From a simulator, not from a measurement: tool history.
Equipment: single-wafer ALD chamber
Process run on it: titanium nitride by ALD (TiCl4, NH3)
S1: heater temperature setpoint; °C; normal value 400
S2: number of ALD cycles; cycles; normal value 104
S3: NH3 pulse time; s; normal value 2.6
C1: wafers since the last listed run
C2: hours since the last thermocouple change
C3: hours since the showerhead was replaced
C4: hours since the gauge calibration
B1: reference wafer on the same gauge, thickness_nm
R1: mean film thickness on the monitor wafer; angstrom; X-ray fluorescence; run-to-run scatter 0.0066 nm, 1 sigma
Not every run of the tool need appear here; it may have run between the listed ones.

| run | hour | S1 | S2 | S3 | C1 | C2 | C3 | C4 | B1 | R1 |
|---|---|---|---|---|---|---|---|---|---|---|
| 1 | 0 | 400 | 104 | 2.6 | 0 | 912 | 6241.2 | 298.1 | 2.389 | 26.87 |
| 2 | 53.2 | 400 | 104 | 2.6 | 151 | 965.2 | 6294.4 | 351.3 | 2.391 | 26.9 |
| 3 | 104 | 400 | 104 | 2.6 | 144 | 1016 | 6345.2 | 402.1 | 2.391 | 26.79 |
| 4 | 144.6 | 400 | 104 | 3.11 | 115 | 1056.6 | 6385.8 | 442.7 | 2.393 | 26.95 |
| 5 | 185.5 | 400 | 104 | 3.11 | 116 | 1097.5 | 6426.7 | 483.6 | 2.394 | 27.08 |
| 6 | 222.6 | 388 | 104 | 2.6 | 105 | 1134.6 | 6463.8 | 520.7 | 2.395 | 26.56 |
| 7 | 274.1 | 388 | 104 | 2.6 | 146 | 1186.1 | 6515.3 | 572.2 | 2.393 | 26.72 |
| 8 | 319 | 388 | 104 | 2.6 | 127 | 1231 | 6560.2 | 617.1 | 2.394 | 26.76 |
| 9 | 345.8 | 400 | 104 | 2.6 | 76 | 1257.8 | 6587 | 643.9 | 2.397 | 26.94 |
| 10 | 381.9 | 400 | 104 | 2.6 | 102 | 1293.9 | 6623.1 | 680 | 2.398 | 26.81 |
| 11 | 407 | 390 | 92 | 3.61 | 71 | 1319 | 6648.2 | 705.1 | 2.397 | 23.76 |
|  | 413.3 | gauge calibrated |
| 12 | 438.1 | 404 | 104 | 2.6 | 88 | 1350.1 | 6679.3 | 24.8 | 2.356 | 26.57 |
| 13 | 499.7 | 400 | 104 | 2.91 | 175 | 1411.7 | 6740.9 | 86.4 | 2.363 | 26.64 |
| 14 | 560.4 | 388 | 124 | 3.17 | 172 | 1472.4 | 6801.6 | 147.1 | 2.37 | 31.64 |
|  | 582.6 | showerhead replaced |
| 15 | 603.8 | 400 | 104 | 3.11 | 100 | 1515.8 | 21.2 | 190.5 | 2.371 | 26.94 |
|  | 643.5 | thermocouple changed; heater temperature recalibrated |
| 16 | 659.5 | 400 | 104 | 2.6 | 135 | 16 | 76.9 | 246.2 | 2.377 | 26.7 |
| 17 | 710.3 | 390 | 92 | 3.61 | 144 | 66.8 | 127.7 | 297 | 2.378 | 23.71 |
| 18 | 742.3 | 393 | 104 | 2.6 | 91 | 98.8 | 159.7 | 329 | 2.379 | 26.6 |
| 19 | 809.8 | 396 | 115 | 2.6 | 192 | 166.3 | 227.2 | 396.5 | 2.381 | 29.58 |
| 20 | 964.1 | 400 | 104 | 2.6 | 439 | 320.6 | 381.5 | 550.8 | 2.386 | 26.89 |

3 options for the next run, each taken on its own from the tool as it stands now. Forecast them:
| A | 964.7 | 400 | 104 | 2.6 | 1 | 321.2 | 382.1 | 551.4 | ? | ? |
| B | 964.7 | 400 | 124 | 3.44 | 1 | 321.2 | 382.1 | 551.4 | ? | ? |
| C | 964.7 | 386 | 104 | 2.6 | 1 | 321.2 | 382.1 | 551.4 | ? | ? |

| run | B1 | R1 |
|---|---|---|
| A | 2.382 | 26.81 |
| B | 2.382 | 32.14 |
| C | 2.382 | 26.51 |
Without the tool's hidden state the same runs would have given:
| run | R1 |
|---|---|
| A | 26.53 |
| B | 31.8 |
| C | 26.23 |
